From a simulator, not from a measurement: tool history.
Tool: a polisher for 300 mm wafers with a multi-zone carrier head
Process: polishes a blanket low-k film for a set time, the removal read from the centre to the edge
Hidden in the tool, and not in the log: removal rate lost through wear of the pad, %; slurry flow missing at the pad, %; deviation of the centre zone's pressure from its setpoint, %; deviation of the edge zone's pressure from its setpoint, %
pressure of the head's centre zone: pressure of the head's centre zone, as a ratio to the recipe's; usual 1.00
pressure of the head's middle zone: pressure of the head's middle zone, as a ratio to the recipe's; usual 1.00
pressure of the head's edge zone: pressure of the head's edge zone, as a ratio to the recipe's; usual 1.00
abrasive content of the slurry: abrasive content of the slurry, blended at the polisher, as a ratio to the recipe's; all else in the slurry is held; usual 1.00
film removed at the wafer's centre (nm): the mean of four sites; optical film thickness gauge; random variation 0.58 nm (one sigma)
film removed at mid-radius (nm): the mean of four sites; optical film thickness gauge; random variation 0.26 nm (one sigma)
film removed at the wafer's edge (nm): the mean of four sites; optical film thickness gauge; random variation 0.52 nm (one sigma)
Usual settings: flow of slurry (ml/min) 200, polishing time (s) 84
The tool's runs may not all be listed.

run   hour  flow of slurry (ml/min)  pressure of the head's centre zone  pressure of the head's middle zone  pressure of the head's edge zone  abrasive content of the slurry  polishing time (s)  wafers since the last listed run  wafers polished on this pad  hours since the slurry nozzle was cleaned  hours since the centre zone pressure was calibrated  hours since the edge zone pressure was calibrated  hours since the carrier head's membrane was replaced  incoming thickness of the incoming film, nm  film removed at the wafer's centre (nm)  film removed at mid-radius (nm)  film removed at the wafer's edge (nm)
  1    0.0                      200                                1.00                                1.00                              1.00                            1.00                  84                                 0                           61                                      500.0                                               1403.2                                              658.8                                                 570.6                                        431.3                                     39.4                             40.6                                   39.9
  2    8.7                      200                                1.00                                1.00                              1.00                            1.00                  92                                95                          157                                      508.7                                               1411.9                                              667.5                                                 579.3                                        425.0                                     42.7                             44.7                                   44.9
  3   26.2                      200                                1.00                                1.00                              1.00                            1.00                  92                               192                          349                                      526.2                                               1429.4                                              685.0                                                 596.8                                        431.6                                     42.2                             42.9                                   42.8
      56.9  -- worn pad replaced by a new one
  4   57.4                      200                                1.00                                1.00                              1.00                            1.00                  65                               298                            5                                      557.4                                               1460.6                                              716.2                                                 628.0                                        431.4                                     26.6                             26.8                                   27.6
  5   68.8                      200                                1.00                                1.00                              1.00                            1.00                  65                               125                          130                                      568.8                                               1472.0                                              727.6                                                 639.4                                        432.4                                     26.6                             26.5                                   26.5
      86.7  -- worn pad replaced by a new one, repeated, since the last time left the tool worse
  6   87.2                      200                                1.05                                1.00                              1.00                            1.00                  84                               158                            5                                      587.2                                               1490.4                                              746.0                                                 657.8                                        423.8                                     40.9                             40.4                                   41.4
  7   95.5                      200                                1.05                                1.00                              1.00                            1.00                  84                                91                           96                                      595.5                                               1498.7                                              754.3                                                 666.1                                        431.6                                     40.3                             39.9                                   39.5
  8  104.6                      200                                1.00                                1.00                              1.00                            1.00                  84                               100                          196                                      604.6                                               1507.8                                              763.4                                                 675.2                                        429.0                                     39.6                             40.2                                   40.0
     110.1  -- carrier head's membrane replaced by a new one
     110.5  -- centre zone pressure recalibrated
  9  121.5                      200                                1.00                                1.05                              1.10                            1.15                  68                               126                          323                                      621.5                                                 11.0                                              780.3                                                  11.4                                        429.2                                     32.5                             34.3                                   34.2
     127.4  -- slurry nozzle cleaned
 10  133.7                      200                                1.00                                1.00                              1.00                            1.00                  84                               123                          446                                        6.3                                                 23.2                                              792.5                                                  23.6                                        426.6                                     37.8                             38.6                                   38.7
     142.0  -- edge zone pressure recalibrated
 11  144.3                      180                                1.00                                1.00                              1.00                            1.00                  84                                94                          540                                       16.9                                                 33.8                                                2.3                                                  34.2                                        424.4                                     36.3                             37.6                                   37.5
     161.8  -- worn pad replaced by a new one
 12  162.3                      250                                1.00                                1.00                              1.07                            1.00                  84                               153                            5                                       34.9                                                 51.8                                               20.3                                                  52.2                                        429.5                                     41.0                             41.4                                   41.3
 13  175.0                      200                                1.00                                1.00                              1.10                            1.00                  84                               139                          144                                       47.6                                                 64.5                                               33.0                                                  64.9                                        428.1                                     40.3                             40.7                                   41.4
 14  185.4                      130                                1.11                                1.00                              1.00                            1.00                  61                               114                          258                                       58.0                                                 74.9                                               43.4                                                  75.3                                        422.7                                     29.3                             27.5                                   26.9

5 ways to go on from here, each from the tool as it stands after run 14. What would each give?
  A  185.8                      200                                1.00                                1.00                              1.00                            1.00                  84                                 4                          263                                       58.4                                                 75.3                                               43.8                                                  75.7                                        431.4                                        ?                                ?                                      ?
  B  185.8                      180                                1.00                                0.92                              1.00                            1.10                  84                                 4                          263                                       58.4                                                 75.3                                               43.8                                                  75.7                                        431.4                                        ?                                ?                                      ?
  C  185.8                      255                                1.04                                1.04                              1.00                            1.00                 107                                 4                          263                                       58.4                                                 75.3                                               43.8                                                  75.7                                        431.4                                        ?                                ?                                      ?
  D  185.8                      200                                0.90                                1.00                              0.93                            1.00                  84                                 4                          263                                       58.4                                                 75.3                                               43.8                                                  75.7                                        431.4                                        ?                                ?                                      ?
  E  185.8                      200                                1.00                                1.00                              1.00                            1.00                 110                                 4                          263                                       58.4                                                 75.3                                               43.8                                                  75.7                                        431.4                                        ?                                ?                                      ?

run  film removed at the wafer's centre (nm)  film removed at mid-radius (nm)  film removed at the wafer's edge (nm)
  A                                     38.7                             39.9                                   39.6
  B                                     39.5                             38.5                                   40.7
  C                                     52.3                             53.6                                   51.4
  D                                     35.6                             39.9                                   38.6
  E                                     50.7                             52.3                                   51.9
Without the tool's hidden state the same runs would have given:
run  film removed at the wafer's centre (nm)  film removed at mid-radius (nm)  film removed at the wafer's edge (nm)
  A                                     39.9                             41.2                                   40.9
  B                                     40.8                             39.7                                   42.0
  C                                     53.9                             55.3                                   53.0
  D                                     36.7                             41.2                                   39.8
  E                                     52.3                             53.9                                   53.5
